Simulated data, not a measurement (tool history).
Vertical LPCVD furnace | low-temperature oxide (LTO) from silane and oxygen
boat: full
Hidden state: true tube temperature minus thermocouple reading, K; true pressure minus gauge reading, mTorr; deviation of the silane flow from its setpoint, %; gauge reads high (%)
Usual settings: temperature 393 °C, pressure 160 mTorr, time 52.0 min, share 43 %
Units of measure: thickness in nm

| run | day | temperature | pressure | time | share | wafers since the last listed run | hours since the last temperature calibration | hours since the pressure gauge was zeroed | hours since the silane flow controller was replaced | hours since the gauge calibration | read-back reference wafer on the same gauge, thickness | thickness |
|---|---|---|---|---|---|---|---|---|---|---|---|---|
| 1 | 0.000 | 393 | 160 | 52.0 | 43 | 0 | 2975.2 | 2730.8 | 1468.0 | 474.1 | 344.97 | 337.02 |
| 2 | 4.396 | 393 | 160 | 52.0 | 43 | 948 | 3080.7 | 2836.3 | 1573.5 | 579.6 | 345.06 | 336.01 |
| 3 | 6.933 | 393 | 160 | 45.5 | 43 | 547 | 3141.6 | 2897.2 | 1634.4 | 640.5 | 344.80 | 295.00 |
| 4 | 10.579 | 393 | 160 | 45.5 | 43 | 786 | 3229.1 | 2984.7 | 1721.9 | 728.0 | 344.86 | 295.47 |
| 5 | 14.267 | 393 | 160 | 45.5 | 43 | 795 | 3317.6 | 3073.2 | 1810.4 | 816.5 | 345.19 | 294.38 |
| 6 | 17.858 | 393 | 160 | 52.0 | 43 | 775 | 3403.8 | 3159.4 | 1896.6 | 902.7 | 345.11 | 333.98 |
| 7 | 19.588 | 393 | 160 | 52.0 | 43 | 373 | 3445.3 | 3200.9 | 1938.1 | 944.2 | 344.89 | 335.76 |
| 8 | 22.229 | 393 | 160 | 52.0 | 43 | 570 | 3508.7 | 3264.3 | 2001.5 | 1007.6 | 344.55 | 334.49 |
| 9 | 25.304 | 393 | 160 | 52.0 | 43 | 663 | 3582.5 | 3338.1 | 2075.3 | 1081.4 | 344.93 | 334.44 |
| 10 | 29.675 | 393 | 160 | 52.0 | 43 | 943 | 3687.4 | 3443.0 | 2180.2 | 1186.3 | 345.18 | 334.16 |
| 11 | 33.321 | 393 | 160 | 52.0 | 43 | 786 | 3774.9 | 3530.5 | 2267.7 | 1273.8 | 344.83 | 332.34 |
| 12 | 39.233 | 393 | 160 | 52.0 | 43 | 1276 | 3916.8 | 3672.4 | 2409.6 | 1415.7 | 345.07 | 334.09 |
| 13 | 42.821 | 393 | 160 | 52.0 | 43 | 774 | 4002.9 | 3758.5 | 2495.7 | 1501.8 | 345.01 | 331.70 |
|  | 44.504 | thermocouples replaced and temperature profile calibrated |
| 14 | 47.150 | 393 | 160 | 64.5 | 43 | 718 | 63.5 | 3862.4 | 2599.6 | 1605.7 | 344.99 | 410.05 |
| 15 | 50.946 | 393 | 160 | 52.0 | 43 | 819 | 154.6 | 3953.5 | 2690.7 | 1696.8 | 344.84 | 331.11 |
| 16 | 53.571 | 390 | 200 | 52.0 | 43 | 566 | 217.6 | 4016.5 | 2753.7 | 1759.8 | 344.97 | 400.13 |
| 17 | 55.979 | 399 | 140 | 44.0 | 48 | 519 | 275.4 | 4074.3 | 2811.5 | 1817.6 | 345.41 | 295.06 |
| 18 | 58.817 | 385 | 160 | 52.0 | 43 | 612 | 343.5 | 4142.4 | 2879.6 | 1885.7 | 344.93 | 301.85 |
| 19 | 60.742 | 384 | 160 | 52.0 | 43 | 415 | 389.7 | 4188.6 | 2925.8 | 1931.9 | 344.74 | 298.26 |
|  | 63.608 | silane flow controller replaced |
| 20 | 64.646 | 393 | 180 | 52.0 | 43 | 626 | 483.4 | 4282.3 | 24.9 | 2025.6 | 345.08 | 386.67 |
|  | 70.925 | gauge calibrated |
| 21 | 72.671 | 405 | 135 | 67.0 | 43 | 1731 | 676.0 | 4474.9 | 217.5 | 41.9 | 344.74 | 418.33 |
| 22 | 74.329 | 393 | 200 | 52.0 | 37 | 357 | 715.8 | 4514.7 | 257.3 | 81.7 | 344.99 | 354.90 |
|  | 82.775 | pressure gauge zeroed |
| 23 | 87.312 | 393 | 180 | 52.0 | 40 | 2586 | 1027.4 | 108.9 | 568.9 | 393.3 | 344.83 | 358.03 |
| 24 | 89.917 | 385 | 160 | 41.5 | 35 | 562 | 1089.9 | 171.4 | 631.4 | 455.8 | 344.88 | 193.37 |
| 25 | 94.383 | 393 | 160 | 52.0 | 43 | 963 | 1197.1 | 278.6 | 738.6 | 563.0 | 344.88 | 346.70 |
| 26 | 96.950 | 397 | 160 | 52.0 | 39 | 553 | 1258.7 | 340.2 | 800.2 | 624.6 | 345.04 | 323.17 |
| 27 | 99.492 | 393 | 160 | 68.5 | 36 | 548 | 1319.7 | 401.2 | 861.2 | 685.6 | 344.90 | 362.12 |
| 28 | 103.388 | 400 | 150 | 52.0 | 43 | 840 | 1413.2 | 494.7 | 954.7 | 779.1 | 344.95 | 349.49 |
| 29 | 105.146 | 393 | 160 | 52.0 | 43 | 379 | 1455.4 | 536.9 | 996.9 | 821.3 | 345.18 | 342.92 |
| 30 | 109.529 | 393 | 160 | 52.0 | 43 | 945 | 1560.6 | 642.1 | 1102.1 | 926.5 | 345.36 | 343.09 |

5 options for the next run, each taken on its own from the tool as it stands now. Forecast them:
| A | 109.712 | 402 | 160 | 52.0 | 43 | 39 | 1565.0 | 646.5 | 1106.5 | 930.9 | ? | ? |
| B | 109.712 | 393 | 170 | 66.5 | 43 | 39 | 1565.0 | 646.5 | 1106.5 | 930.9 | ? | ? |
| C | 109.712 | 393 | 195 | 52.0 | 43 | 39 | 1565.0 | 646.5 | 1106.5 | 930.9 | ? | ? |
| D | 109.712 | 393 | 170 | 52.0 | 38 | 39 | 1565.0 | 646.5 | 1106.5 | 930.9 | ? | ? |
| E | 109.712 | 393 | 175 | 52.0 | 43 | 39 | 1565.0 | 646.5 | 1106.5 | 930.9 | ? | ? |

| run | read-back reference wafer on the same gauge, thickness | thickness |
|---|---|---|
| A | 344.74 | 379.93 |
| B | 344.74 | 467.63 |
| C | 344.74 | 419.26 |
| D | 344.74 | 313.30 |
| E | 344.74 | 376.38 |
Without the tool's hidden state the same runs would have given:
| run | thickness |
|---|---|
| A | 388.58 |
| B | 478.74 |
| C | 429.41 |
| D | 322.75 |
| E | 385.37 |
